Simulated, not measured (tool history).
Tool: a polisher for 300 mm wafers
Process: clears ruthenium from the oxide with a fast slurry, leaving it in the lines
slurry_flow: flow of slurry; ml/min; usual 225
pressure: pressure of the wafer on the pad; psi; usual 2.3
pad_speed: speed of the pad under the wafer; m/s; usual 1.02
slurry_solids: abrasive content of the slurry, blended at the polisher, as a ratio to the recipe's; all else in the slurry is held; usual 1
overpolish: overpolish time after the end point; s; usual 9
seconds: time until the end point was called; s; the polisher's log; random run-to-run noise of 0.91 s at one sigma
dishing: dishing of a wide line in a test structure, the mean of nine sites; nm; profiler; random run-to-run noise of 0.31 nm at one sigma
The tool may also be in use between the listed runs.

run,hour,slurry_flow,pressure,pad_speed,slurry_solids,overpolish,wafers since the last listed run,wafers polished on this pad,hours since the slurry nozzle was cleaned,hours since the head pressure was calibrated,hours since the slurry blender was calibrated,"incoming thickness of the incoming film, nm",seconds,dishing
1,0,225,2.3,1.02,1,9,0,1698,501.9,464.6,171.7,267.2,88.7,26.5
# hour 10.3: slurry blender recalibrated
2,23.5,225,2.3,1.02,1,9,243,1942,525.4,488.1,13.2,269.3,90.4,26.5
# hour 59.3: worn pad replaced by a new one
3,59.8,225,2.3,1.02,1,9,366,5,561.7,524.4,49.5,269,84.1,27.9
4,89.7,225,2.8,1.02,1,7,338,344,591.6,554.3,79.4,269.4,69.3,26.2
5,109.8,225,2.8,1.02,1,7,227,572,611.7,574.4,99.5,269.2,70.1,25.8
6,122.8,225,2.3,1.02,1,9,147,720,624.7,587.4,112.5,269.9,86.8,27.4
# hour 140: slurry nozzle cleaned
7,156.8,225,2.3,1.02,1,9,374,1094,16.8,621.4,146.5,269.5,87.4,27.1
# hour 173.7: slurry blender recalibrated
8,177.3,225,2.3,0.92,1,9,209,1303,37.3,641.9,3.6,274.9,97.4,25.2
9,207.1,225,2.3,0.92,1,9,337,1641,67.1,671.7,33.4,273.3,96.3,25.5
# hour 226: worn pad replaced by a new one
10,226.5,225,2.3,0.92,1,9,174,5,86.5,691.1,52.8,266.7,90,26
11,243.6,225,2.5,1.02,1,14,193,199,103.6,708.2,69.9,270.7,77.7,44
12,264,225,2,1.12,1,8,231,430,124,728.6,90.3,268.1,92.2,22.6
# hour 270.4: head pressure recalibrated
13,296.2,225,2.3,1.02,1,9,342,773,156.2,25.8,122.5,267.3,86.3,27.6
14,315.8,200,2.3,0.7,1.15,6,222,995,175.8,45.4,142.1,270.9,101.6,16.1
15,328.3,180,2.3,1.36,1,9,141,1137,188.3,57.9,154.6,265.5,72.9,31.7
16,361.2,225,2.3,1.02,1,8,373,1510,221.2,90.8,187.5,269.2,87.8,23.9
17,374.8,225,2.3,1.02,1,6,154,1664,234.8,104.4,201.1,274.8,91.1,18.4
# hour 376.9: slurry blender recalibrated
# hour 404.1: worn pad replaced by a new one
18,404.6,225,2.7,1.02,1.1,9,269,5,264.6,134.2,27.7,269.8,68.7,33.8
19,493.3,300,2.3,1.02,0.85,9,1005,1011,353.3,222.9,116.4,268.6,96.9,24.3
20,517.2,225,1.9,1.02,1,9,270,1281,377.2,246.8,140.3,272.9,108.7,22.3
# hour 533.4: slurry blender recalibrated
21,533.9,225,2,1.02,1.15,9,166,1448,393.9,263.5,0.5,270.7,93.1,25.3
22,560.9,260,2.3,1.02,1,11,306,1754,420.9,290.5,27.5,269.8,86.5,31.9
# hour 585.9: worn pad replaced by a new one
23,589.5,250,2.3,1.02,1.3,11,278,40,449.5,319.1,56.1,268.8,73.2,38.5
24,611.6,155,2.3,1.02,1,9,250,291,471.6,341.2,78.2,270.3,89.7,26.7
25,629,225,2.3,1.02,0.9,9,197,488,489,358.6,95.6,271,95,25.5

The next listed run, before its measurement:
26,663.4,205,2.3,1.02,1,9,390,878,523.4,393,130,270.7,?,?

{"run 26": {"seconds": 89.3, "dishing": 26.2}}
Were there no unlogged condition in the tool, this run, its random variation unchanged, would have produced seconds 86.5 s, dishing 27 nm.
